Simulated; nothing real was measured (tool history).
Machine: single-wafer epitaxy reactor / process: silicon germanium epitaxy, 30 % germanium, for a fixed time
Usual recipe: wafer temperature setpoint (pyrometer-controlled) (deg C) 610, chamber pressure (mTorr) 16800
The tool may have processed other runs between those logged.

run,hour,wafer temperature setpoint (pyrometer-controlled) (deg C),chamber pressure (mTorr),wafers since the last listed run,hours since the last pyrometer calibration,hours since the last manometer calibration,hours since the showerhead was replaced,hours since the gauge calibration,"read-back reference wafer on the same gauge, thickness_nm",mean film thickness on the monitor wafer (nm)
1,0.0,606,18100,0,1244.0,2260.3,2693.2,102.9,69.039,63.556
2,28.2,606,18100,410,1272.2,2288.5,2721.4,131.1,69.070,63.655
3,42.2,610,16800,203,1286.2,2302.5,2735.4,145.1,68.991,65.115
4,55.6,610,16800,195,1299.6,2315.9,2748.8,158.5,68.982,65.667
5,73.6,610,16800,262,1317.6,2333.9,2766.8,176.5,69.047,65.816
6,88.9,610,16800,222,1332.9,2349.2,2782.1,191.8,68.963,65.492
7,112.4,606,16800,342,1356.4,2372.7,2805.6,215.3,68.929,61.102
8,139.9,606,16800,400,1383.9,2400.2,2833.1,242.8,69.038,61.680
9,160.0,610,16800,292,1404.0,2420.3,2853.2,262.9,68.934,65.905
10,185.5,610,16800,371,1429.5,2445.8,2878.7,288.4,68.964,65.345
11,208.9,610,16800,340,1452.9,2469.2,2902.1,311.8,69.007,66.365
12,221.5,610,17700,183,1465.5,2481.8,2914.7,324.4,69.050,67.569
13,234.4,610,16800,187,1478.4,2494.7,2927.6,337.3,68.979,66.083
14,257.3,610,16800,333,1501.3,2517.6,2950.5,360.2,68.965,65.650
15,273.8,610,16800,240,1517.8,2534.1,2967.0,376.7,68.953,66.870
16,291.8,610,16800,262,1535.8,2552.1,2985.0,394.7,69.057,66.808
17,320.4,604,16800,416,1564.4,2580.7,3013.6,423.3,68.993,60.512
# hour 333.9: capacitance manometer re-zeroed and calibrated
18,335.7,595,14800,106,1579.7,1.8,3028.9,438.6,68.945,49.428
19,348.2,610,13400,181,1592.2,14.3,3041.4,451.1,68.866,59.263
# hour 350.1: gauge calibrated
20,381.6,622,14700,486,1625.6,47.7,3074.8,31.5,68.986,74.611
# hour 400.6: pyrometer calibrated
21,401.1,619,16800,167,0.5,67.2,3094.3,51.0,69.028,72.131
22,410.9,610,16800,142,10.3,77.0,3104.1,60.8,69.093,62.866
23,438.0,610,16800,394,37.4,104.1,3131.2,87.9,69.059,62.470

Run 24 has not been measured yet. What should we expect?
# hour 470.1: showerhead replaced, of another model than before
24,488.1,618,16800,612,87.5,154.2,18.0,138.0,?,?

read-back reference wafer on the same gauge, thickness_nm: 69.019
mean film thickness on the monitor wafer (nm): 70.965
On a tool with no hidden condition, and with the same random variation, this run would have come out at mean film thickness on the monitor wafer (nm) 71.028.

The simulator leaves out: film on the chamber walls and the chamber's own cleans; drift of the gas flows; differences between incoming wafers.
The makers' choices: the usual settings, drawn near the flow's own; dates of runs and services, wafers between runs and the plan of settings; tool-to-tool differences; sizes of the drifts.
